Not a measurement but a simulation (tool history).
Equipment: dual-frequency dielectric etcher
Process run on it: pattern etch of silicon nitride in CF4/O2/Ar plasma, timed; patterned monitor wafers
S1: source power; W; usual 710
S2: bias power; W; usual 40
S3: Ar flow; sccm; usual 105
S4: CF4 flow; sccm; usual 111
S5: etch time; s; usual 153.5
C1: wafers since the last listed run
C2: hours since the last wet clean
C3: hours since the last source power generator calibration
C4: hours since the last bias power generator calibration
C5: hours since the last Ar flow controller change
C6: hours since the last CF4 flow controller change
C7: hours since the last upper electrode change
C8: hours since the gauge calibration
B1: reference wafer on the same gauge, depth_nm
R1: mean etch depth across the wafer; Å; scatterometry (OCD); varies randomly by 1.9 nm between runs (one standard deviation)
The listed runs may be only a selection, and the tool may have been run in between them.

{"run": 1, "hour": 0.0, "S1": 710, "S2": 35, "S3": 105, "S4": 111, "S5": 153.5, "C1": 0, "C2": 402.1, "C3": 256.2, "C4": 4218.8, "C5": 278.7, "C6": 2141.3, "C7": 2750.7, "C8": 1225.6, "B1": 371.1, "R1": 3379}
{"hour": 59.5, "done": "gauge calibrated"}
{"hour": 71.3, "done": "wet clean of the chamber"}
{"run": 2, "hour": 71.8, "S1": 710, "S2": 40, "S3": 105, "S4": 111, "S5": 153.5, "C1": 232, "C2": 0.5, "C3": 328.0, "C4": 4290.6, "C5": 350.5, "C6": 2213.1, "C7": 2822.5, "C8": 12.3, "B1": 369.4, "R1": 3453}
{"run": 3, "hour": 95.5, "S1": 790, "S2": 40, "S3": 105, "S4": 86, "S5": 153.5, "C1": 115, "C2": 24.2, "C3": 351.7, "C4": 4314.3, "C5": 374.2, "C6": 2236.8, "C7": 2846.2, "C8": 36.0, "B1": 369.3, "R1": 3531}
{"hour": 106.2, "done": "CF4 flow controller replaced"}
{"run": 4, "hour": 112.7, "S1": 550, "S2": 33, "S3": 105, "S4": 84, "S5": 186.0, "C1": 54, "C2": 41.4, "C3": 368.9, "C4": 4331.5, "C5": 391.4, "C6": 6.5, "C7": 2863.4, "C8": 53.2, "B1": 370.2, "R1": 3062}
{"run": 5, "hour": 146.5, "S1": 790, "S2": 40, "S3": 105, "S4": 86, "S5": 153.5, "C1": 164, "C2": 75.2, "C3": 402.7, "C4": 4365.3, "C5": 425.2, "C6": 40.3, "C7": 2897.2, "C8": 87.0, "B1": 371.2, "R1": 3539}
{"run": 6, "hour": 168.3, "S1": 710, "S2": 37, "S3": 105, "S4": 134, "S5": 153.5, "C1": 106, "C2": 97.0, "C3": 424.5, "C4": 4387.1, "C5": 447.0, "C6": 62.1, "C7": 2919.0, "C8": 108.8, "B1": 369.1, "R1": 3474}
{"run": 7, "hour": 180.5, "S1": 870, "S2": 40, "S3": 105, "S4": 111, "S5": 153.5, "C1": 59, "C2": 109.2, "C3": 436.7, "C4": 4399.3, "C5": 459.2, "C6": 74.3, "C7": 2931.2, "C8": 121.0, "B1": 370.2, "R1": 3958}
{"hour": 212.7, "done": "bias power generator calibrated"}
{"run": 8, "hour": 216.9, "S1": 710, "S2": 40, "S3": 105, "S4": 91, "S5": 153.5, "C1": 157, "C2": 145.6, "C3": 473.1, "C4": 4.2, "C5": 495.6, "C6": 110.7, "C7": 2967.6, "C8": 157.4, "B1": 369.4, "R1": 3388}
{"run": 9, "hour": 233.2, "S1": 710, "S2": 40, "S3": 105, "S4": 111, "S5": 153.5, "C1": 79, "C2": 161.9, "C3": 489.4, "C4": 20.5, "C5": 511.9, "C6": 127.0, "C7": 2983.9, "C8": 173.7, "B1": 369.4, "R1": 3480}
{"hour": 262.7, "done": "upper electrode replaced"}
{"run": 10, "hour": 263.2, "S1": 760, "S2": 40, "S3": 115, "S4": 111, "S5": 173.0, "C1": 29, "C2": 191.9, "C3": 519.4, "C4": 50.5, "C5": 541.9, "C6": 157.0, "C7": 0.5, "C8": 203.7, "B1": 370.2, "R1": 4080}
{"run": 11, "hour": 279.2, "S1": 710, "S2": 40, "S3": 115, "S4": 111, "S5": 153.5, "C1": 77, "C2": 207.9, "C3": 535.4, "C4": 66.5, "C5": 557.9, "C6": 173.0, "C7": 16.5, "C8": 219.7, "B1": 370.1, "R1": 3440}
{"run": 12, "hour": 306.6, "S1": 710, "S2": 44, "S3": 95, "S4": 132, "S5": 124.5, "C1": 133, "C2": 235.3, "C3": 562.8, "C4": 93.9, "C5": 585.3, "C6": 200.4, "C7": 43.9, "C8": 247.1, "B1": 370.3, "R1": 3131}
{"run": 13, "hour": 323.9, "S1": 710, "S2": 40, "S3": 126, "S4": 111, "S5": 153.5, "C1": 84, "C2": 252.6, "C3": 580.1, "C4": 111.2, "C5": 602.6, "C6": 217.7, "C7": 61.2, "C8": 264.4, "B1": 369.1, "R1": 3437}
{"run": 14, "hour": 345.6, "S1": 650, "S2": 33, "S3": 81, "S4": 111, "S5": 137.0, "C1": 105, "C2": 274.3, "C3": 601.8, "C4": 132.9, "C5": 624.3, "C6": 239.4, "C7": 82.9, "C8": 286.1, "B1": 369.8, "R1": 2796}
{"run": 15, "hour": 371.9, "S1": 710, "S2": 31, "S3": 105, "S4": 111, "S5": 153.5, "C1": 128, "C2": 300.6, "C3": 628.1, "C4": 159.2, "C5": 650.6, "C6": 265.7, "C7": 109.2, "C8": 312.4, "B1": 370.6, "R1": 3121}
{"run": 16, "hour": 395.6, "S1": 710, "S2": 35, "S3": 105, "S4": 111, "S5": 110.5, "C1": 115, "C2": 324.3, "C3": 651.8, "C4": 182.9, "C5": 674.3, "C6": 289.4, "C7": 132.9, "C8": 336.1, "B1": 370.0, "R1": 2402}
{"run": 17, "hour": 416.4, "S1": 710, "S2": 40, "S3": 105, "S4": 111, "S5": 153.5, "C1": 101, "C2": 345.1, "C3": 672.6, "C4": 203.7, "C5": 695.1, "C6": 310.2, "C7": 153.7, "C8": 356.9, "B1": 370.1, "R1": 3547}
{"run": 18, "hour": 439.3, "S1": 710, "S2": 34, "S3": 105, "S4": 111, "S5": 153.5, "C1": 111, "C2": 368.0, "C3": 695.5, "C4": 226.6, "C5": 718.0, "C6": 333.1, "C7": 176.6, "C8": 379.8, "B1": 369.7, "R1": 3315}
{"run": 19, "hour": 470.6, "S1": 710, "S2": 40, "S3": 122, "S4": 111, "S5": 153.5, "C1": 152, "C2": 399.3, "C3": 726.8, "C4": 257.9, "C5": 749.3, "C6": 364.4, "C7": 207.9, "C8": 411.1, "B1": 370.1, "R1": 3510}
{"run": 20, "hour": 492.5, "S1": 710, "S2": 40, "S3": 105, "S4": 119, "S5": 153.5, "C1": 106, "C2": 421.2, "C3": 748.7, "C4": 279.8, "C5": 771.2, "C6": 386.3, "C7": 229.8, "C8": 433.0, "B1": 370.3, "R1": 3654}
{"hour": 532.1, "done": "wet clean of the chamber"}
{"run": 21, "hour": 532.6, "S1": 710, "S2": 40, "S3": 114, "S4": 99, "S5": 153.5, "C1": 78, "C2": 0.5, "C3": 788.8, "C4": 319.9, "C5": 811.3, "C6": 426.4, "C7": 269.9, "C8": 473.1, "B1": 369.7, "R1": 3331}
{"run": 22, "hour": 533.0, "S1": 710, "S2": 45, "S3": 105, "S4": 91, "S5": 153.5, "C1": 1, "C2": 0.9, "C3": 789.2, "C4": 320.3, "C5": 811.7, "C6": 426.8, "C7": 270.3, "C8": 473.5, "B1": 370.0, "R1": 3527}

3 ways to go on from here, each from the tool as it stands after run 22. What would each give?
{"run": "A", "hour": 533.5, "S1": 710, "S2": 40, "S3": 105, "S4": 111, "S5": 153.5, "C1": 2, "C2": 1.4, "C3": 789.7, "C4": 320.8, "C5": 812.2, "C6": 427.3, "C7": 270.8, "C8": 474.0, "B1": "?", "R1": "?"}
{"run": "B", "hour": 533.5, "S1": 710, "S2": 32, "S3": 105, "S4": 111, "S5": 153.5, "C1": 2, "C2": 1.4, "C3": 789.7, "C4": 320.8, "C5": 812.2, "C6": 427.3, "C7": 270.8, "C8": 474.0, "B1": "?", "R1": "?"}
{"run": "C", "hour": 533.5, "S1": 710, "S2": 48, "S3": 105, "S4": 131, "S5": 165.5, "C1": 2, "C2": 1.4, "C3": 789.7, "C4": 320.8, "C5": 812.2, "C6": 427.3, "C7": 270.8, "C8": 474.0, "B1": "?", "R1": "?"}

run=A B1=369.3 R1=3412
run=B B1=369.3 R1=3059
run=C B1=369.3 R1=4105
With the hidden condition removed and each run's random variation left untouched, the same runs would have given:
run=A R1=3409
run=B R1=3056
run=C R1=4101
